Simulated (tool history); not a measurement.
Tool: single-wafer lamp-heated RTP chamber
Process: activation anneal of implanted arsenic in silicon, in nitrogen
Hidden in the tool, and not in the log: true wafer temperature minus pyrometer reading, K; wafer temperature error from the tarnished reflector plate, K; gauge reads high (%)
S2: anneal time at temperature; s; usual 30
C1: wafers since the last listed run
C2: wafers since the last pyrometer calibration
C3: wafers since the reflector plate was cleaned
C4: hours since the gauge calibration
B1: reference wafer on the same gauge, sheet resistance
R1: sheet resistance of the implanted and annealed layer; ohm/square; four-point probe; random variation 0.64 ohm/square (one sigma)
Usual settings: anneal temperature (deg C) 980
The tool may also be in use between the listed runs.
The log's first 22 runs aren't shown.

{"run": 23, "hour": 618.7, "anneal temperature (deg C)": 991, "S2": 35, "C1": 255, "C2": 783, "C3": 811, "C4": 278.8, "B1": 393.37, "R1": 422.05}
{"run": 24, "hour": 645.0, "anneal temperature (deg C)": 980, "S2": 44, "C1": 273, "C2": 1057, "C3": 1085, "C4": 305.1, "B1": 392.86, "R1": 423.2}
{"run": 25, "hour": 668.5, "anneal temperature (deg C)": 980, "S2": 30, "C1": 244, "C2": 1302, "C3": 1330, "C4": 328.6, "B1": 393.26, "R1": 424.62}
{"run": 26, "hour": 692.1, "anneal temperature (deg C)": 964, "S2": 30, "C1": 245, "C2": 1548, "C3": 1576, "C4": 352.2, "B1": 393.12, "R1": 427.28}
{"run": 27, "hour": 708.8, "anneal temperature (deg C)": 993, "S2": 22, "C1": 173, "C2": 1722, "C3": 1750, "C4": 368.9, "B1": 393.11, "R1": 425.15}
{"run": 28, "hour": 732.3, "anneal temperature (deg C)": 995, "S2": 30, "C1": 244, "C2": 1966, "C3": 1995, "C4": 392.4, "B1": 393.2, "R1": 423.63}
{"run": 29, "hour": 759.3, "anneal temperature (deg C)": 952, "S2": 40, "C1": 281, "C2": 2248, "C3": 2276, "C4": 419.4, "B1": 393.19, "R1": 427.2}
{"run": 30, "hour": 776.2, "anneal temperature (deg C)": 957, "S2": 30, "C1": 176, "C2": 2424, "C3": 2452, "C4": 436.3, "B1": 392.87, "R1": 427.23}
{"run": 31, "hour": 810.6, "anneal temperature (deg C)": 980, "S2": 20, "C1": 358, "C2": 2782, "C3": 2810, "C4": 470.7, "B1": 392.87, "R1": 427.56}
{"run": 32, "hour": 838.9, "anneal temperature (deg C)": 968, "S2": 12, "C1": 294, "C2": 3077, "C3": 3105, "C4": 499, "B1": 392.84, "R1": 431.99}
{"run": 33, "hour": 853.1, "anneal temperature (deg C)": 953, "S2": 38, "C1": 147, "C2": 3225, "C3": 3253, "C4": 513.2, "B1": 392.82, "R1": 427.04}
{"run": 34, "hour": 883.9, "anneal temperature (deg C)": 980, "S2": 15, "C1": 320, "C2": 3546, "C3": 3574, "C4": 544, "B1": 392.84, "R1": 428.22}
{"run": 35, "hour": 917.8, "anneal temperature (deg C)": 952, "S2": 30, "C1": 353, "C2": 3899, "C3": 3927, "C4": 577.9, "B1": 392.9, "R1": 427.85}
{"run": 36, "hour": 940.7, "anneal temperature (deg C)": 1004, "S2": 18, "C1": 238, "C2": 4137, "C3": 4166, "C4": 600.8, "B1": 392.91, "R1": 423.98}

Forecast each of these 5 alternatives for the next run:
{"run": "A", "hour": 941.1, "anneal temperature (deg C)": 959, "S2": 30, "C1": 4, "C2": 4141, "C3": 4170, "C4": 601.2, "B1": "?", "R1": "?"}
{"run": "B", "hour": 941.1, "anneal temperature (deg C)": 1006, "S2": 38, "C1": 4, "C2": 4141, "C3": 4170, "C4": 601.2, "B1": "?", "R1": "?"}
{"run": "C", "hour": 941.1, "anneal temperature (deg C)": 993, "S2": 41, "C1": 4, "C2": 4141, "C3": 4170, "C4": 601.2, "B1": "?", "R1": "?"}
{"run": "D", "hour": 941.1, "anneal temperature (deg C)": 951, "S2": 15, "C1": 4, "C2": 4141, "C3": 4170, "C4": 601.2, "B1": "?", "R1": "?"}
{"run": "E", "hour": 941.1, "anneal temperature (deg C)": 961, "S2": 47, "C1": 4, "C2": 4141, "C3": 4170, "C4": 601.2, "B1": "?", "R1": "?"}

run=A B1=393.01 R1=427.92
run=B B1=393.01 R1=419.17
run=C B1=393.01 R1=421.08
run=D B1=393.01 R1=431.5
run=E B1=393.01 R1=425.29
Without the tool's hidden state the same runs would have given:
run=A R1=427.92
run=B R1=419.17
run=C R1=421.08
run=D R1=431.5
run=E R1=425.29
